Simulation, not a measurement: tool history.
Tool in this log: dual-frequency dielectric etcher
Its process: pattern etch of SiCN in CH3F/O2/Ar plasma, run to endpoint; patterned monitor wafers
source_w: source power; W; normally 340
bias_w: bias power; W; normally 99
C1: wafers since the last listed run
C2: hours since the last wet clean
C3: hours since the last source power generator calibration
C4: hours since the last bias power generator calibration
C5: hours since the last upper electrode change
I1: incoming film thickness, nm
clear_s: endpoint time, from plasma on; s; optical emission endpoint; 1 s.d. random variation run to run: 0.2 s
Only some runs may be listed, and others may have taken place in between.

Run 1, hour 0: usual settings; C1 0; C2 282.4; C3 2147.5; C4 4046.2; C5 3068.3; I1 11.38. Result: clear_s 31.7 s.
Run 2, hour 12.8: usual settings; C1 188; C2 295.2; C3 2160.3; C4 4059; C5 3081.1; I1 11.37. Result: clear_s 31.7 s.
Run 3, hour 30.1: usual settings; C1 254; C2 312.5; C3 2177.6; C4 4076.3; C5 3098.4; I1 11.41. Result: clear_s 32 s.
Run 4, hour 46.9: usual settings; C1 247; C2 329.3; C3 2194.4; C4 4093.1; C5 3115.2; I1 11.4. Result: clear_s 32.2 s.
At hour 81.9: upper electrode replaced.
Run 5, hour 82.4: usual settings; C1 169; C2 364.8; C3 2229.9; C4 4128.6; C5 0.5; I1 11.41. Result: clear_s 32.8 s.
Run 6, hour 82.8: usual settings; C1 5; C2 365.2; C3 2230.3; C4 4129; C5 0.9; I1 11.36. Result: clear_s 32.1 s.
Run 7, hour 85: usual settings but bias_w 112 W; C1 32; C2 367.4; C3 2232.5; C4 4131.2; C5 3.1; I1 11.29. Result: clear_s 29.9 s.
At hour 112: wet clean of the chamber.
Run 8, hour 112.5: usual settings but bias_w 112 W; C1 51; C2 0.5; C3 2260; C4 4158.7; C5 30.6; I1 11.53. Result: clear_s 28.4 s.
Run 9, hour 145.8: usual settings but bias_w 112 W; C1 490; C2 33.8; C3 2293.3; C4 4192; C5 63.9; I1 11.36. Result: clear_s 28.4 s.
Run 10, hour 152.5: usual settings but source_w 280 W; C1 98; C2 40.5; C3 2300; C4 4198.7; C5 70.6; I1 11.32. Result: clear_s 31.9 s.
Run 11, hour 160.7: usual settings but source_w 280 W, bias_w 83 W; C1 120; C2 48.7; C3 2308.2; C4 4206.9; C5 78.8; I1 11.34. Result: clear_s 35.8 s.
At hour 171.6: source power generator calibrated.
Run 12, hour 173.1: usual settings but source_w 300 W, bias_w 89 W; C1 123; C2 61.1; C3 1.5; C4 4219.3; C5 91.2; I1 11.47. Result: clear_s 34.1 s.
Run 13, hour 182.8: usual settings but source_w 420 W, bias_w 79 W; C1 142; C2 70.8; C3 11.2; C4 4229; C5 100.9; I1 11.45. Result: clear_s 33.4 s.
Run 14, hour 194.2: usual settings but source_w 300 W, bias_w 124 W; C1 167; C2 82.2; C3 22.6; C4 4240.4; C5 112.3; I1 11.39. Result: clear_s 27.7 s.
At hour 200.3: bias power generator calibrated.
Run 15, hour 202.4: usual settings but source_w 260 W, bias_w 109 W; C1 61; C2 90.4; C3 30.8; C4 2.1; C5 120.5; I1 11.42. Result: clear_s 31.3 s.
Run 16, hour 217.6: usual settings but source_w 400 W, bias_w 80 W; C1 223; C2 105.6; C3 46; C4 17.3; C5 135.7; I1 11.46. Result: clear_s 33.7 s.
Run 17, hour 234.1: usual settings but source_w 300 W, bias_w 75 W; C1 243; C2 122.1; C3 62.5; C4 33.8; C5 152.2; I1 11.48. Result: clear_s 38.2 s.
Run 18, hour 240.8: usual settings; C1 98; C2 128.8; C3 69.2; C4 40.5; C5 158.9; I1 11.43. Result: clear_s 31.3 s.
Run 19, hour 255.3: usual settings; C1 213; C2 143.3; C3 83.7; C4 55; C5 173.4; I1 11.31. Result: clear_s 30.6 s.
Run 20, hour 265.7: usual settings but source_w 400 W, bias_w 85 W; C1 153; C2 153.7; C3 94.1; C4 65.4; C5 183.8; I1 11.36. Result: clear_s 32.5 s.

Table of differences, measured result less the result of that run with no hidden state. Run-to-run variation is the same in both. Gauge scatter possibly is not:
The tool's hidden condition here consists of: etch rate over this chamber's usual, %; source power that arrives over what is set, %; bias power that arrives over what is set, %.
run  clear_s
  1     +1.4
  2     +1.5
  3     +1.6
  4     +1.6
  5     +1.9
  6     +1.9
  7     +1.7
  8     -0.1
  9     +0.1
 10     +0.1
 11     +0.2
 12     +0.3
 13     +0.3
 14     +0.3
 15     +0.3
 16     +0.5
 17     +0.6
 18     +0.6
 19     +0.6
 20     +0.7
